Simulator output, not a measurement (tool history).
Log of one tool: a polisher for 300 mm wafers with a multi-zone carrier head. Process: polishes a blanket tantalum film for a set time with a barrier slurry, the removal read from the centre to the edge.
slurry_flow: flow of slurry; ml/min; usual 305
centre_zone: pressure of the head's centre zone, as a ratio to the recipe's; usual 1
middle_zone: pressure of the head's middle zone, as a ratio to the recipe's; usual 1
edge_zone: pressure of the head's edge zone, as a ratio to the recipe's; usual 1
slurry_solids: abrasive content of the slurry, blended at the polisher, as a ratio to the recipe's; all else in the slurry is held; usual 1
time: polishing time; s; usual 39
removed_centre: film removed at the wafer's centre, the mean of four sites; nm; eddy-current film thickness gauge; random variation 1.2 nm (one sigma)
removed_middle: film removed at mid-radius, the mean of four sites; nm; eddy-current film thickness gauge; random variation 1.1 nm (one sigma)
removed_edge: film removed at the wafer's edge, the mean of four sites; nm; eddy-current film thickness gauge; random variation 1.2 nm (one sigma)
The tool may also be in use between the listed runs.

run	hour	slurry_flow	centre_zone	middle_zone	edge_zone	slurry_solids	time	incoming thickness of the incoming film, nm	removed_centre	removed_middle	removed_edge
1	0	235	1.06	0.94	1	0.85	39	288.3	103.2	94.9	99.7
2	8.1	305	1	1	1	1	39	288	111.7	111.3	112
3	21.1	305	0.95	1	1	1	47	288.5	131.2	133.5	136.7
# hour 32.4: worn pad replaced by a new one
4	37.8	305	1	1	1	1	39	290.1	110.5	110.4	111.1
5	47.8	305	1	1.03	1	1	39	291.2	110	113.2	110.8
6	65.3	245	1	1	0.9	1.1	45	291.6	132.1	132.2	125.4
# hour 82.3: slurry nozzle cleaned
7	82.8	305	0.92	1.11	1.07	0.9	39	290	99.1	112.8	108
8	94	305	1	1	0.95	1	27	292.4	77.4	75.8	76.3
9	110.7	405	0.94	1	1.04	1.3	39	288.9	121.1	123.4	125
10	122.4	305	1	1	1	1	39	293.9	110.2	108.7	111.8
11	129.1	305	0.92	1	0.91	1	28	290.5	74.4	79	76.9
12	146	305	1	1	1	0.85	51	296.4	135.5	132	133.6
13	157.4	305	1.1	1	1	1	39	289.5	121	109.8	112.1
# hour 167.2: worn pad replaced by a new one
14	173.3	305	0.95	1	1	1	47	290.4	126.9	132.7	135.4
15	180.7	275	1	1.07	1	0.85	49	286.5	130.9	132	126.5
16	192.1	305	1	1	1	1	39	289.4	109.7	110	108.9
17	240.5	305	1.1	0.92	0.93	1	43	286.3	133.6	113.5	121.1
18	251.1	305	0.96	1	0.94	1	39	286.5	108.8	109.4	109.3
19	264.1	305	1	1	1	1	39	286.9	110.8	108.2	109.9
20	270.9	305	1.09	1	1	1	39	291.3	122.5	110.4	111.3

Run 21 comes next. What will it give?
21	285.2	305	1	1	0.97	1	39	292	?	?	?

Run 21 gave removed_centre 112.5 nm, removed_middle 110 nm, removed_edge 110.3 nm.
Without the tool's hidden state the same run would have given removed_centre 112.5 nm, removed_middle 110 nm, removed_edge 110.3 nm.

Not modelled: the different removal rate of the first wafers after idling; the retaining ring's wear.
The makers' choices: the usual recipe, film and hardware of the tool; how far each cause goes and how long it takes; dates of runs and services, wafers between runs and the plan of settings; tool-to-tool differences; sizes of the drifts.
